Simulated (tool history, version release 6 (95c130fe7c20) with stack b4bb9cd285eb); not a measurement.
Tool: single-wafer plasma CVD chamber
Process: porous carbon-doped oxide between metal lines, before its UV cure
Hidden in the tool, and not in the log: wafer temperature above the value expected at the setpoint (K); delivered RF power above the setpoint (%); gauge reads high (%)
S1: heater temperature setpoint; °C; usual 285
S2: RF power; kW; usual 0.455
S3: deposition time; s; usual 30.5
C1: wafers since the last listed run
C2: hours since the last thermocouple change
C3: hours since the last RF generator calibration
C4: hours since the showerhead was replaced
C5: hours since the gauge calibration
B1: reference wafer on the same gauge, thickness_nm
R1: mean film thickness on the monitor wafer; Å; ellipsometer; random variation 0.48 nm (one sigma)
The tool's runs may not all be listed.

run,hour,S1,S2,S3,C1,C2,C3,C4,C5,B1,R1
1,0.0,285,0.455,30.5,0,1730.7,629.3,5849.7,722.2,139.007,1665.63
2,64.7,285,0.485,30.5,1625,1795.4,694.0,5914.4,786.9,139.010,1748.32
# hour 118.4: gauge calibrated
3,121.4,285,0.485,30.5,1424,1852.1,750.7,5971.1,3.0,138.992,1752.36
4,192.6,285,0.455,30.5,1789,1923.3,821.9,6042.3,74.2,138.993,1656.30
5,226.5,285,0.515,30.5,851,1957.2,855.8,6076.2,108.1,138.949,1823.71
6,266.7,279,0.455,30.5,1010,1997.4,896.0,6116.4,148.3,139.002,1730.02
7,325.2,279,0.455,30.5,1470,2055.9,954.5,6174.9,206.8,139.001,1721.42
8,370.7,279,0.455,30.5,1143,2101.4,1000.0,6220.4,252.3,138.969,1729.89
9,433.5,285,0.455,30.5,1578,2164.2,1062.8,6283.2,315.1,139.025,1653.53
10,459.4,285,0.455,30.5,650,2190.1,1088.7,6309.1,341.0,138.968,1648.93
11,525.3,285,0.455,30.5,1656,2256.0,1154.6,6375.0,406.9,138.985,1648.87
12,549.7,285,0.455,34.6,613,2280.4,1179.0,6399.4,431.3,138.937,1856.55
13,578.8,285,0.455,30.5,731,2309.5,1208.1,6428.5,460.4,139.033,1645.70
# hour 636.0: thermocouple changed; heater temperature recalibrated
14,637.7,285,0.405,30.5,1279,1.7,1267.0,6487.4,519.3,139.015,1472.09
15,687.9,285,0.455,30.5,1261,51.9,1317.2,6537.6,569.5,138.984,1636.64
# hour 715.9: showerhead replaced, of another model than before
16,755.7,285,0.455,30.5,1502,119.7,1385.0,39.8,637.3,138.953,1653.78
17,816.7,292,0.520,27.7,1532,180.7,1446.0,100.8,698.3,138.984,1518.66
18,850.4,285,0.455,25.8,846,214.4,1479.7,134.5,732.0,139.014,1408.49
19,882.9,299,0.515,30.5,816,246.9,1512.2,167.0,764.5,138.979,1583.00
20,940.0,285,0.455,30.5,1434,304.0,1569.3,224.1,821.6,139.007,1655.13
21,978.3,285,0.455,30.5,962,342.3,1607.6,262.4,859.9,138.944,1654.14
22,1039.4,285,0.395,34.3,1535,403.4,1668.7,323.5,921.0,138.985,1731.18
# hour 1102.5: RF generator calibrated
23,1111.4,271,0.455,25.8,1608,475.4,8.9,395.5,993.0,138.984,1576.20
# hour 1139.7: gauge calibrated
24,1141.1,289,0.500,32.6,746,505.1,38.6,425.2,1.4,138.954,1808.42
25,1168.9,285,0.485,30.5,698,532.9,66.4,453.0,29.2,139.007,1718.02
26,1210.7,285,0.395,34.3,1050,574.7,108.2,494.8,71.0,138.974,1751.16
27,1263.2,273,0.420,27.4,1319,627.2,160.7,547.3,123.5,138.989,1580.33
28,1315.7,276,0.480,27.3,1319,679.7,213.2,599.8,176.0,138.935,1640.88
29,1358.9,289,0.415,34.8,1085,722.9,256.4,643.0,219.2,138.997,1771.07
30,1421.3,285,0.410,33.6,1568,785.3,318.8,705.4,281.6,139.001,1756.08
31,1592.8,291,0.540,25.5,4309,956.8,490.3,876.9,453.1,138.929,1450.24
32,1650.4,285,0.425,35.8,1447,1014.4,547.9,934.5,510.7,139.008,1884.68
33,1692.3,285,0.455,30.5,1052,1056.3,589.8,976.4,552.6,139.047,1674.17
34,1729.2,279,0.510,34.2,927,1093.2,626.7,1013.3,589.5,139.021,2038.03
35,1764.9,285,0.455,30.5,897,1128.9,662.4,1049.0,625.2,139.027,1668.03

What the log doesn't show, run by run:
wafer temperature above the value expected at the setpoint (K): 0 in every run
gauge reads high (%): 0 in every run
H1: delivered RF power above the setpoint (%)
run,H1
1,-0.748
2,-0.835
3,-0.919
4,-1.03
5,-1.09
6,-1.16
7,-1.27
8,-1.36
9,-1.5
10,-1.55
11,-1.7
12,-1.76
13,-1.83
14,-1.98
15,-2.11
16,-2.3
17,-2.48
18,-2.58
19,-2.68
20,-2.86
21,-2.98
22,-3.18
23,-0.265
24,-0.267
25,-0.27
26,-0.277
27,-0.292
28,-0.312
29,-0.332
30,-0.369
31,-0.511
32,-0.572
33,-0.62
34,-0.666
35,-0.713
